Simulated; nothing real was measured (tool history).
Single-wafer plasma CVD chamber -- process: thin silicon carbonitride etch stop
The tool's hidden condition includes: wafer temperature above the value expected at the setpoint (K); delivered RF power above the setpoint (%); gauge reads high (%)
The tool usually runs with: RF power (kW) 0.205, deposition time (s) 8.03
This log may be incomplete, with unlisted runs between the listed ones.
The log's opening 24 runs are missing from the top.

run,hour,RF power (kW),deposition time (s),wafers since the last listed run,hours since the last thermocouple change,hours since the last RF generator calibration,hours since the showerhead was replaced,hours since the gauge calibration,"read-back reference wafer on the same gauge, thickness_nm",mean film thickness on the monitor wafer (angstrom)
25,2113.8,0.225,8.03,2512,422.0,295.2,1010.8,1290.6,5.183,48.80
26,2226.7,0.185,6.58,3582,534.9,408.1,1123.7,1403.5,5.182,37.22
27,2280.9,0.215,7.61,1719,589.1,462.3,1177.9,1457.7,5.183,45.43
# hour 2321.1: RF generator calibrated, repeated, since the last time left the tool worse
28,2387.0,0.205,8.03,3112,695.2,65.9,1284.0,1563.8,5.180,48.99
29,2464.2,0.230,9.27,2449,772.4,143.1,1361.2,1641.0,5.184,58.26
30,2558.3,0.195,7.62,2985,866.5,237.2,1455.3,1735.1,5.179,45.20
31,2642.4,0.205,8.03,2668,950.6,321.3,1539.4,1819.2,5.179,48.53
# hour 2662.2: gauge calibrated
32,2743.5,0.225,7.18,3207,1051.7,422.4,1640.5,81.3,5.175,44.64

What if the next run were any one of these 3? Each begins from the tool's condition after run 32:
A,2743.9,0.205,7.08,12,1052.1,422.8,1640.9,81.7,?,?
B,2743.9,0.175,6.79,12,1052.1,422.8,1640.9,81.7,?,?
C,2743.9,0.170,6.87,12,1052.1,422.8,1640.9,81.7,?,?

run,"read-back reference wafer on the same gauge, thickness_nm",mean film thickness on the monitor wafer (angstrom)
A,5.180,42.80
B,5.180,38.95
C,5.180,39.03
The same runs, with their run-to-run variation unchanged, on a tool lacking any hidden condition would have given:
run,mean film thickness on the monitor wafer (angstrom)
A,43.11
B,39.23
C,39.31

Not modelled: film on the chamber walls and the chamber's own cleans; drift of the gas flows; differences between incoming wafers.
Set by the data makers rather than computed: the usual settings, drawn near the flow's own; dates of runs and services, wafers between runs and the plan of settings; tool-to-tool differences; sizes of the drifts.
